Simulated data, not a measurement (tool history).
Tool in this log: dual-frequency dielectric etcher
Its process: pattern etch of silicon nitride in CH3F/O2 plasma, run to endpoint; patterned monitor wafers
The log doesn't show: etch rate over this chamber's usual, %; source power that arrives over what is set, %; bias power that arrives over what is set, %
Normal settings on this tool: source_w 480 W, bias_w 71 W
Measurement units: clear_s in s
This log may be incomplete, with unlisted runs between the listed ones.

| run | hour | source_w | bias_w | wafers since the last listed run | hours since the last wet clean | hours since the last source power generator calibration | hours since the last bias power generator calibration | hours since the last upper electrode change | incoming incoming film thickness, nm | clear_s |
|---|---|---|---|---|---|---|---|---|---|---|
| 1 | 0.0 | 440 | 71 | 0 | 413.1 | 3066.1 | 1173.1 | 4088.7 | 58.8 | 60.7 |
| 2 | 15.9 | 440 | 71 | 140 | 429.0 | 3082.0 | 1189.0 | 4104.6 | 58.8 | 60.5 |
| 3 | 24.2 | 480 | 71 | 73 | 437.3 | 3090.3 | 1197.3 | 4112.9 | 58.6 | 59.3 |
| 4 | 74.3 | 480 | 71 | 441 | 487.4 | 3140.4 | 1247.4 | 4163.0 | 58.2 | 58.5 |
| 5 | 89.1 | 480 | 71 | 130 | 502.2 | 3155.2 | 1262.2 | 4177.8 | 59.1 | 59.4 |
| 6 | 102.7 | 480 | 66 | 119 | 515.8 | 3168.8 | 1275.8 | 4191.4 | 58.6 | 60.5 |
| 7 | 116.1 | 480 | 66 | 118 | 529.2 | 3182.2 | 1289.2 | 4204.8 | 59.0 | 61.1 |
| 8 | 122.5 | 480 | 66 | 56 | 535.6 | 3188.6 | 1295.6 | 4211.2 | 59.0 | 61.3 |
| 9 | 133.4 | 480 | 71 | 96 | 546.5 | 3199.5 | 1306.5 | 4222.1 | 58.9 | 59.5 |
| 10 | 143.4 | 480 | 71 | 88 | 556.5 | 3209.5 | 1316.5 | 4232.1 | 58.7 | 59.1 |
|  | 166.9 | source power generator calibrated |
| 11 | 187.2 | 480 | 71 | 350 | 600.3 | 20.3 | 1360.3 | 4275.9 | 58.3 | 58.4 |
| 12 | 198.2 | 480 | 71 | 96 | 611.3 | 31.3 | 1371.3 | 4286.9 | 59.1 | 59.1 |
| 13 | 209.0 | 480 | 71 | 95 | 622.1 | 42.1 | 1382.1 | 4297.7 | 59.2 | 59.4 |
|  | 237.3 | wet clean of the chamber |
| 14 | 237.8 | 540 | 59 | 42 | 0.5 | 70.9 | 1410.9 | 4326.5 | 58.9 | 63.2 |
| 15 | 238.2 | 480 | 71 | 3 | 0.9 | 71.3 | 1411.3 | 4326.9 | 59.1 | 60.5 |
| 16 | 246.3 | 480 | 71 | 71 | 9.0 | 79.4 | 1419.4 | 4335.0 | 58.5 | 60.3 |
| 17 | 258.4 | 550 | 84 | 106 | 21.1 | 91.5 | 1431.5 | 4347.1 | 58.7 | 53.9 |
|  | 289.0 | upper electrode replaced |
| 18 | 289.5 | 440 | 61 | 62 | 52.2 | 122.6 | 1462.6 | 0.5 | 59.1 | 65.9 |
| 19 | 289.8 | 480 | 66 | 2 | 52.5 | 122.9 | 1462.9 | 0.8 | 58.8 | 61.7 |
| 20 | 292.7 | 400 | 71 | 25 | 55.4 | 125.8 | 1465.8 | 3.7 | 58.6 | 62.6 |
| 21 | 309.8 | 430 | 56 | 150 | 72.5 | 142.9 | 1482.9 | 20.8 | 58.7 | 68.3 |
| 22 | 320.9 | 480 | 71 | 97 | 83.6 | 154.0 | 1494.0 | 31.9 | 59.2 | 60.6 |
| 23 | 330.1 | 480 | 86 | 81 | 92.8 | 163.2 | 1503.2 | 41.1 | 58.5 | 55.2 |
| 24 | 345.5 | 430 | 79 | 135 | 108.2 | 178.6 | 1518.6 | 56.5 | 58.7 | 58.4 |
|  | 390.1 | bias power generator calibrated |
| 25 | 392.5 | 440 | 61 | 378 | 155.2 | 225.6 | 2.4 | 103.5 | 58.6 | 64.7 |
| 26 | 434.0 | 510 | 60 | 365 | 196.7 | 267.1 | 43.9 | 145.0 | 58.9 | 63.1 |
| 27 | 443.5 | 480 | 57 | 83 | 206.2 | 276.6 | 53.4 | 154.5 | 58.6 | 65.5 |
| 28 | 479.7 | 450 | 65 | 319 | 242.4 | 312.8 | 89.6 | 190.7 | 58.5 | 63.0 |
| 29 | 490.8 | 510 | 71 | 97 | 253.5 | 323.9 | 100.7 | 201.8 | 58.5 | 58.8 |
| 30 | 499.8 | 480 | 71 | 79 | 262.5 | 332.9 | 109.7 | 210.8 | 59.3 | 60.2 |

Below, each run's measurement less what the same run would have read without the hidden state. Both values contain the same run-to-run variation, but the gauge's scatter may not be the same in both:
| run | clear_s |
|---|---|
| 1 | -1.0 |
| 2 | -1.0 |
| 3 | -1.0 |
| 4 | -1.1 |
| 5 | -1.2 |
| 6 | -1.1 |
| 7 | -1.2 |
| 8 | -1.3 |
| 9 | -1.2 |
| 10 | -1.2 |
| 11 | -1.3 |
| 12 | -1.3 |
| 13 | -1.4 |
| 14 | +0.0 |
| 15 | +0.0 |
| 16 | +0.0 |
| 17 | -0.1 |
| 18 | -0.1 |
| 19 | -0.1 |
| 20 | -0.2 |
| 21 | -0.2 |
| 22 | -0.2 |
| 23 | -0.2 |
| 24 | -0.3 |
| 25 | -0.4 |
| 26 | -0.5 |
| 27 | -0.5 |
| 28 | -0.5 |
| 29 | -0.5 |
| 30 | -0.6 |
